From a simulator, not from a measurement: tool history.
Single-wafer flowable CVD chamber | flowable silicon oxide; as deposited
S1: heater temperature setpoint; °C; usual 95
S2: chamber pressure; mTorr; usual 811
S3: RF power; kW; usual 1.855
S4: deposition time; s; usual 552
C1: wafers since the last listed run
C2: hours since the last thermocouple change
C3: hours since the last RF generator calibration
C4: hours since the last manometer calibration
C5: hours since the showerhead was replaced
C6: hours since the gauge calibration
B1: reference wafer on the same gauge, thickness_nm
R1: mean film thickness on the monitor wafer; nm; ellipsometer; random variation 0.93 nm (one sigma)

| run | hour | S1 | S2 | S3 | S4 | C1 | C2 | C3 | C4 | C5 | C6 | B1 | R1 |
|---|---|---|---|---|---|---|---|---|---|---|---|---|---|
| 1 | 0.0 | 95 | 811 | 1.855 | 552 | 0 | 1668.2 | 1414.1 | 1421.1 | 7202.7 | 49.5 | 345.035 | 415.959 |
| 2 | 17.7 | 95 | 811 | 1.855 | 552 | 51 | 1685.9 | 1431.8 | 1438.8 | 7220.4 | 67.2 | 345.037 | 417.057 |
| 3 | 26.4 | 95 | 811 | 1.855 | 552 | 25 | 1694.6 | 1440.5 | 1447.5 | 7229.1 | 75.9 | 344.937 | 414.627 |
| 4 | 40.5 | 95 | 811 | 1.855 | 552 | 41 | 1708.7 | 1454.6 | 1461.6 | 7243.2 | 90.0 | 344.944 | 417.187 |
| 5 | 50.5 | 95 | 811 | 1.855 | 552 | 29 | 1718.7 | 1464.6 | 1471.6 | 7253.2 | 100.0 | 344.888 | 416.056 |
| 6 | 62.3 | 95 | 811 | 1.855 | 552 | 34 | 1730.5 | 1476.4 | 1483.4 | 7265.0 | 111.8 | 344.830 | 415.970 |
| 7 | 75.5 | 95 | 811 | 1.855 | 552 | 38 | 1743.7 | 1489.6 | 1496.6 | 7278.2 | 125.0 | 345.114 | 417.083 |
| 8 | 83.6 | 103 | 811 | 1.855 | 552 | 23 | 1751.8 | 1497.7 | 1504.7 | 7286.3 | 133.1 | 345.012 | 307.789 |
| 9 | 91.1 | 103 | 811 | 1.855 | 552 | 21 | 1759.3 | 1505.2 | 1512.2 | 7293.8 | 140.6 | 344.925 | 306.909 |
| 10 | 107.3 | 95 | 811 | 1.855 | 552 | 47 | 1775.5 | 1521.4 | 1528.4 | 7310.0 | 156.8 | 344.973 | 416.951 |
| 11 | 115.4 | 95 | 811 | 1.855 | 552 | 23 | 1783.6 | 1529.5 | 1536.5 | 7318.1 | 164.9 | 344.953 | 415.738 |
| 12 | 122.7 | 95 | 811 | 1.855 | 552 | 21 | 1790.9 | 1536.8 | 1543.8 | 7325.4 | 172.2 | 345.076 | 416.029 |
|  | 132.8 | RF generator calibrated |
|  | 144.8 | showerhead replaced |
| 13 | 145.3 | 100 | 811 | 2.205 | 552 | 19 | 1813.5 | 12.5 | 1566.4 | 0.5 | 194.8 | 345.090 | 356.906 |
|  | 165.9 | thermocouple changed; heater temperature recalibrated |
| 14 | 188.2 | 110 | 673 | 1.520 | 483 | 102 | 22.3 | 55.4 | 1609.3 | 43.4 | 237.7 | 345.097 | 164.644 |
|  | 190.1 | gauge calibrated |
| 15 | 204.2 | 108 | 662 | 1.620 | 552 | 46 | 38.3 | 71.4 | 1625.3 | 59.4 | 14.1 | 344.983 | 201.885 |
| 16 | 239.9 | 103 | 811 | 1.855 | 552 | 104 | 74.0 | 107.1 | 1661.0 | 95.1 | 49.8 | 345.065 | 307.702 |
| 17 | 249.5 | 95 | 811 | 1.855 | 659 | 28 | 83.6 | 116.7 | 1670.6 | 104.7 | 59.4 | 345.038 | 496.449 |
| 18 | 266.2 | 95 | 811 | 2.210 | 552 | 48 | 100.3 | 133.4 | 1687.3 | 121.4 | 76.1 | 345.063 | 429.759 |
| 19 | 277.7 | 95 | 811 | 1.855 | 552 | 33 | 111.8 | 144.9 | 1698.8 | 132.9 | 87.6 | 344.990 | 415.795 |
|  | 289.8 | capacitance manometer re-zeroed and calibrated |
| 20 | 290.3 | 95 | 811 | 1.855 | 552 | 13 | 124.4 | 157.5 | 0.5 | 145.5 | 100.2 | 345.109 | 414.879 |
| 21 | 335.0 | 89 | 708 | 1.855 | 490 | 130 | 169.1 | 202.2 | 45.2 | 190.2 | 144.9 | 344.985 | 402.276 |
| 22 | 350.5 | 95 | 811 | 1.545 | 501 | 45 | 184.6 | 217.7 | 60.7 | 205.7 | 160.4 | 344.879 | 361.839 |
|  | 376.1 | gauge calibrated |
| 23 | 384.0 | 107 | 811 | 1.855 | 651 | 98 | 218.1 | 251.2 | 94.2 | 239.2 | 7.9 | 344.929 | 310.775 |
| 24 | 401.2 | 95 | 811 | 1.630 | 621 | 50 | 235.3 | 268.4 | 111.4 | 256.4 | 25.1 | 344.903 | 456.714 |

3 ways to go on from here, each from the tool as it stands after run 24. What would each give?
| A | 401.8 | 95 | 811 | 2.145 | 552 | 1 | 235.9 | 269.0 | 112.0 | 257.0 | 25.7 | ? | ? |
| B | 401.8 | 95 | 712 | 1.855 | 552 | 1 | 235.9 | 269.0 | 112.0 | 257.0 | 25.7 | ? | ? |
| C | 401.8 | 95 | 811 | 1.530 | 552 | 1 | 235.9 | 269.0 | 112.0 | 257.0 | 25.7 | ? | ? |

| run | B1 | R1 |
|---|---|---|
| A | 344.892 | 425.555 |
| B | 344.892 | 363.907 |
| C | 344.892 | 397.103 |
Without the tool's hidden state the same runs would have given:
| run | R1 |
|---|---|
| A | 425.555 |
| B | 363.907 |
| C | 397.103 |

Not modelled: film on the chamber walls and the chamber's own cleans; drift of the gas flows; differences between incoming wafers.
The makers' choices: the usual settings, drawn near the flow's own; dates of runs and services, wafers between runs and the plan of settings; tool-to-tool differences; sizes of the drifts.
